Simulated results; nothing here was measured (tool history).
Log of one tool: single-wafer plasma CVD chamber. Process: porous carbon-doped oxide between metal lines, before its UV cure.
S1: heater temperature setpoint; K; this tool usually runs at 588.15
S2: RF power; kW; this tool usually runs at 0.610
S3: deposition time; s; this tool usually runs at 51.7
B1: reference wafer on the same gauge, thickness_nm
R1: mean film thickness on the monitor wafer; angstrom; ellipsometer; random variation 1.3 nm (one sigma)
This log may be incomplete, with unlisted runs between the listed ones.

run 1 day=0.000 | S1=588.15 S2=0.610 S3=51.7 | B1=247.967 | R1=3061.14
run 2 day=1.908 | S1=588.15 S2=0.610 S3=51.7 | B1=248.095 | R1=3082.69
run 3 day=4.533 | S1=588.15 S2=0.700 S3=59.6 | B1=248.094 | R1=3795.02
run 4 day=8.279 | S1=588.15 S2=0.700 S3=59.6 | B1=247.862 | R1=3777.16
run 5 day=14.188 | S1=592.15 S2=0.610 S3=51.7 | B1=247.962 | R1=3000.33
run 6 day=18.554 | S1=592.15 S2=0.610 S3=51.7 | B1=248.055 | R1=3018.73
-- day=19.642 thermocouple changed; heater temperature recalibrated
run 7 day=21.938 | S1=577.15 S2=0.610 S3=58.1 | B1=247.957 | R1=3536.80
run 8 day=23.900 | S1=588.15 S2=0.610 S3=51.7 | B1=248.032 | R1=2967.17
run 9 day=27.708 | S1=588.15 S2=0.610 S3=51.7 | B1=247.842 | R1=2968.22
-- day=30.571 gauge calibrated
run 10 day=30.712 | S1=588.15 S2=0.610 S3=51.7 | B1=248.169 | R1=2972.67
run 11 day=33.646 | S1=583.15 S2=0.645 S3=58.5 | B1=248.124 | R1=3544.49
-- day=36.558 showerhead replaced
run 12 day=36.579 | S1=588.15 S2=0.610 S3=51.7 | B1=248.108 | R1=2970.77
run 13 day=38.558 | S1=595.15 S2=0.610 S3=51.7 | B1=247.973 | R1=2862.34
-- day=41.871 RF generator calibrated
run 14 day=42.529 | S1=601.15 S2=0.705 S3=61.3 | B1=247.732 | R1=3624.02
run 15 day=45.725 | S1=588.15 S2=0.555 S3=44.6 | B1=248.013 | R1=2515.93
run 16 day=48.021 | S1=574.15 S2=0.550 S3=47.8 | B1=248.052 | R1=2940.53
run 17 day=49.988 | S1=588.15 S2=0.610 S3=51.7 | B1=247.859 | R1=3064.43
run 18 day=53.717 | S1=583.15 S2=0.560 S3=56.0 | B1=248.131 | R1=3250.84
run 19 day=55.454 | S1=577.15 S2=0.610 S3=58.1 | B1=247.855 | R1=3639.62
run 20 day=57.454 | S1=575.15 S2=0.610 S3=51.7 | B1=247.909 | R1=3288.48
run 21 day=61.600 | S1=575.15 S2=0.705 S3=51.7 | B1=247.970 | R1=3515.17

Measured result minus the same run's result without the hidden state. Both carry the same run-to-run variation, though not necessarily the same gauge scatter:
Hidden state at play: wafer temperature above the value expected at the setpoint (K); delivered RF power above the setpoint (%); gauge reads high (%).
run=1 R1=-9.05
run=2 R1=-8.96
run=3 R1=-9.10
run=4 R1=-7.98
run=5 R1=-7.65
run=6 R1=-5.91
run=7 R1=-140.64
run=8 R1=-116.71
run=9 R1=-114.59
run=10 R1=-112.92
run=11 R1=-131.92
run=12 R1=-108.95
run=13 R1=-104.25
run=14 R1=-6.42
run=15 R1=-10.93
run=16 R1=-15.78
run=17 R1=-23.27
run=18 R1=-30.98
run=19 R1=-37.25
run=20 R1=-36.02
run=21 R1=-42.89

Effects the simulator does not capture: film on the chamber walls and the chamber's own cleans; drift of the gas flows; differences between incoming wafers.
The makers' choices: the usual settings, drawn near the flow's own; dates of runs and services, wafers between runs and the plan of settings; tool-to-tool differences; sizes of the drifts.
